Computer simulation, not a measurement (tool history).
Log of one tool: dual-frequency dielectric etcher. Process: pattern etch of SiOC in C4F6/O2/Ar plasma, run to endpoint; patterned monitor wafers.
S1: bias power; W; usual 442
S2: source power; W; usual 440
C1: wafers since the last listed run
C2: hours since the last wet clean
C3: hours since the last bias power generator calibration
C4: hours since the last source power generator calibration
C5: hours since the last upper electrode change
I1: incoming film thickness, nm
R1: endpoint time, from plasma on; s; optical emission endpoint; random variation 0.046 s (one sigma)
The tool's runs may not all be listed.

run	day	S1	S2	C1	C2	C3	C4	C5	I1	R1
1	0.000	442	440	0	120.0	4470.9	1343.1	3019.0	29.99	10.8
2	1.021	442	440	434	144.5	4495.4	1367.6	3043.5	30.10	10.9
3	2.138	474	390	475	171.3	4522.2	1394.4	3070.3	29.95	10.8
4	2.925	442	440	335	190.2	4541.1	1413.3	3089.2	29.93	10.7
5	3.438	442	440	218	202.5	4553.4	1425.6	3101.5	30.26	11.0
6	4.308	442	440	371	223.4	4574.3	1446.5	3122.4	30.06	10.8
7	4.812	442	440	214	235.5	4586.4	1458.6	3134.5	30.07	10.9
8	5.571	442	510	323	253.7	4604.6	1476.8	3152.7	30.11	10.5
9	6.908	442	440	569	285.8	4636.7	1508.9	3184.8	30.08	10.8
# day 8.454: source power generator calibrated
10	9.162	442	440	889	339.9	4690.8	17.0	3238.9	29.93	10.9
11	10.167	442	440	427	364.0	4714.9	41.1	3263.0	29.97	10.8
# day 13.867: bias power generator calibrated
# day 13.988: upper electrode replaced
12	14.008	442	440	1515	456.2	3.4	133.3	0.5	29.91	10.7
13	14.633	442	440	266	471.2	18.4	148.3	15.5	30.17	10.9
14	15.262	392	370	268	486.3	33.5	163.4	30.6	30.05	12.1
15	15.967	442	440	300	503.2	50.4	180.3	47.5	29.84	10.7
# day 17.375: wet clean of the chamber
16	17.396	442	440	182	0.5	84.7	214.6	81.8	30.16	10.8
17	19.075	358	470	715	40.8	125.0	254.9	122.1	30.07	12.0
18	20.104	359	540	438	65.5	149.7	279.6	146.8	30.05	11.4
19	21.150	523	510	445	90.6	174.8	304.7	171.9	30.13	9.6
20	22.233	442	440	461	116.6	200.8	330.7	197.9	30.45	11.0
21	23.467	442	440	525	146.2	230.4	360.3	227.5	30.06	10.9
22	24.742	476	330	543	176.8	261.0	390.9	258.1	30.00	11.3
23	25.783	442	440	443	201.8	286.0	415.9	283.1	30.19	10.9

The next listed run, before its measurement:
24	26.875	519	410	465	228.0	312.2	442.1	309.3	29.91	?

{"run 24": {"R1": 10.2}}
Without the tool's hidden state the same run would have given R1 10.2 s.
